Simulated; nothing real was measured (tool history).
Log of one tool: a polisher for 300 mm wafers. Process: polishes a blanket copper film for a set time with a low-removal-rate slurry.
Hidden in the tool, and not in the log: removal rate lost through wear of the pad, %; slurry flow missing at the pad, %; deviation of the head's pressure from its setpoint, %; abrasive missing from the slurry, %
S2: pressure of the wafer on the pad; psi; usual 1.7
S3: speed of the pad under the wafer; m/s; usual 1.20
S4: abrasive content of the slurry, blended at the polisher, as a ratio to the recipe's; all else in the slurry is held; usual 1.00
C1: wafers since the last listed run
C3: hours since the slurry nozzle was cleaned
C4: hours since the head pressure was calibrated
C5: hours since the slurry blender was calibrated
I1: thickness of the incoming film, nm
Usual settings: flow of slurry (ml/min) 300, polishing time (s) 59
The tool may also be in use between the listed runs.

Run 1, hour 0.0: usual settings; C1 0; wafers polished on this pad 11; C3 322.4; C4 1006.5; C5 180.6; I1 1404.0. Result: film removed (nm) 101.9.
At hour 57.3: slurry blender recalibrated.
Run 2, hour 74.8: usual settings; C1 579; wafers polished on this pad 591; C3 397.2; C4 1081.3; C5 17.5; I1 1424.3. Result: film removed (nm) 101.4.
Run 3, hour 108.4: usual settings; C1 267; wafers polished on this pad 859; C3 430.8; C4 1114.9; C5 51.1; I1 1445.4. Result: film removed (nm) 101.9.
Run 4, hour 131.0: usual settings; C1 179; wafers polished on this pad 1039; C3 453.4; C4 1137.5; C5 73.7; I1 1420.0. Result: film removed (nm) 100.8.
Run 5, hour 157.6: usual settings; C1 211; wafers polished on this pad 1251; C3 480.0; C4 1164.1; C5 100.3; I1 1414.6. Result: film removed (nm) 99.2.
At hour 189.5: worn pad replaced by a new one.
Run 6, hour 190.0: usual settings; C1 226; wafers polished on this pad 3; C3 512.4; C4 1196.5; C5 132.7; I1 1397.3. Result: film removed (nm) 99.9.
Run 7, hour 212.3: usual settings; C1 177; wafers polished on this pad 181; C3 534.7; C4 1218.8; C5 155.0; I1 1408.6. Result: film removed (nm) 99.8.
Run 8, hour 247.5: usual settings; C1 280; wafers polished on this pad 461; C3 569.9; C4 1254.0; C5 190.2; I1 1409.3. Result: film removed (nm) 98.9.
At hour 251.6: head pressure recalibrated.
Run 9, hour 279.9: usual settings; C1 242; wafers polished on this pad 704; C3 602.3; C4 28.3; C5 222.6; I1 1427.4. Result: film removed (nm) 104.9.
At hour 289.8: slurry blender recalibrated.
Run 10, hour 310.6: usual settings but S2 2.0 psi; C1 228; wafers polished on this pad 932; C3 633.0; C4 59.0; C5 20.8; I1 1429.2. Result: film removed (nm) 118.2.
Run 11, hour 329.7: usual settings; C1 152; wafers polished on this pad 1084; C3 652.1; C4 78.1; C5 39.9; I1 1407.4. Result: film removed (nm) 106.3.
At hour 343.9: worn pad replaced by a new one.
Run 12, hour 344.8: usual settings; C1 88; wafers polished on this pad 7; C3 667.2; C4 93.2; C5 55.0; I1 1417.2. Result: film removed (nm) 104.2.
Run 13, hour 363.4: usual settings but flow of slurry (ml/min) 215, S2 2.1 psi; C1 148; wafers polished on this pad 155; C3 685.8; C4 111.8; C5 73.6; I1 1449.1. Result: film removed (nm) 121.0.
Run 14, hour 391.3: usual settings but S2 2.0 psi, polishing time (s) 76; C1 222; wafers polished on this pad 377; C3 713.7; C4 139.7; C5 101.5; I1 1409.8. Result: film removed (nm) 152.6.
Run 15, hour 422.8: usual settings; C1 250; wafers polished on this pad 628; C3 745.2; C4 171.2; C5 133.0; I1 1395.5. Result: film removed (nm) 107.8.
Run 16, hour 435.3: usual settings; C1 99; wafers polished on this pad 727; C3 757.7; C4 183.7; C5 145.5; I1 1433.5. Result: film removed (nm) 107.9.
At hour 455.8: slurry nozzle cleaned.
Run 17, hour 468.9: usual settings; C1 259; wafers polished on this pad 987; C3 13.1; C4 217.3; C5 179.1; I1 1419.5. Result: film removed (nm) 104.9.
At hour 479.3: slurry blender recalibrated.
Run 18, hour 496.0: usual settings; C1 199; wafers polished on this pad 1187; C3 40.2; C4 244.4; C5 16.7; I1 1422.3. Result: film removed (nm) 105.2.
Run 19, hour 525.3: usual settings; C1 233; wafers polished on this pad 1420; C3 69.5; C4 273.7; C5 46.0; I1 1431.8. Result: film removed (nm) 107.8.
At hour 531.6: worn pad replaced by a new one.
Run 20, hour 547.7: usual settings but flow of slurry (ml/min) 335, polishing time (s) 49; C1 146; wafers polished on this pad 127; C3 91.9; C4 296.1; C5 68.4; I1 1421.0. Result: film removed (nm) 87.8.
Run 21, hour 582.8: usual settings but flow of slurry (ml/min) 260; C1 279; wafers polished on this pad 407; C3 127.0; C4 331.2; C5 103.5; I1 1399.9. Result: film removed (nm) 106.0.
Run 22, hour 598.1: usual settings; C1 121; wafers polished on this pad 529; C3 142.3; C4 346.5; C5 118.8; I1 1412.7. Result: film removed (nm) 104.8.
Run 23, hour 615.0: usual settings but S4 0.90; C1 134; wafers polished on this pad 663; C3 159.2; C4 363.4; C5 135.7; I1 1422.1. Result: film removed (nm) 106.5.
Run 24, hour 649.5: usual settings; C1 274; wafers polished on this pad 938; C3 193.7; C4 397.9; C5 170.2; I1 1406.6. Result: film removed (nm) 107.0.
Run 25, hour 671.5: usual settings but flow of slurry (ml/min) 380, S2 2.1 psi; C1 175; wafers polished on this pad 1113; C3 215.7; C4 419.9; C5 192.2; I1 1428.1. Result: film removed (nm) 122.7.
At hour 691.2: worn pad replaced by a new one.
At hour 700.3: slurry blender recalibrated.
Run 26, hour 701.3: usual settings but flow of slurry (ml/min) 330, S3 1.00 m/s, polishing time (s) 54; C1 189; wafers polished on this pad 64; C3 245.5; C4 449.7; C5 1.0; I1 1436.2. Result: film removed (nm) 81.9.
Run 27, hour 721.4: usual settings but flow of slurry (ml/min) 240, polishing time (s) 45; C1 160; wafers polished on this pad 224; C3 265.6; C4 469.8; C5 21.1; I1 1410.3. Result: film removed (nm) 76.8.
Run 28, hour 736.1: usual settings but flow of slurry (ml/min) 370, S4 1.25, polishing time (s) 67; C1 117; wafers polished on this pad 341; C3 280.3; C4 484.5; C5 35.8; I1 1435.7. Result: film removed (nm) 124.8.
Run 29, hour 755.4: usual settings but flow of slurry (ml/min) 240, S2 2.2 psi, S3 1.56 m/s, polishing time (s) 42; C1 153; wafers polished on this pad 494; C3 299.6; C4 503.8; C5 55.1; I1 1405.4. Result: film removed (nm) 113.7.

Forecast each of these 5 alternatives for the next run:
Run A, hour 755.8: usual settings but S3 0.78 m/s; C1 3; wafers polished on this pad 498; C3 300.0; C4 504.2; C5 55.5; I1 1397.9. Result: film removed (nm) ?.
Run B, hour 755.8: usual settings but flow of slurry (ml/min) 225, polishing time (s) 39; C1 3; wafers polished on this pad 498; C3 300.0; C4 504.2; C5 55.5; I1 1397.9. Result: film removed (nm) ?.
Run C, hour 755.8: usual settings but S2 1.5 psi, S3 1.40 m/s, S4 1.30, polishing time (s) 78; C1 3; wafers polished on this pad 498; C3 300.0; C4 504.2; C5 55.5; I1 1397.9. Result: film removed (nm) ?.
Run D, hour 755.8: usual settings but S2 1.9 psi, S4 0.85; C1 3; wafers polished on this pad 498; C3 300.0; C4 504.2; C5 55.5; I1 1397.9. Result: film removed (nm) ?.
Run E, hour 755.8: usual settings but S2 1.5 psi; C1 3; wafers polished on this pad 498; C3 300.0; C4 504.2; C5 55.5; I1 1397.9. Result: film removed (nm) ?.

run  film removed (nm)
  A               68.8
  B               67.6
  C              155.5
  D              111.9
  E               97.8
Without the tool's hidden state the same runs would have given:
run  film removed (nm)
  A               70.3
  B               69.1
  C              158.9
  D              114.4
  E              100.0
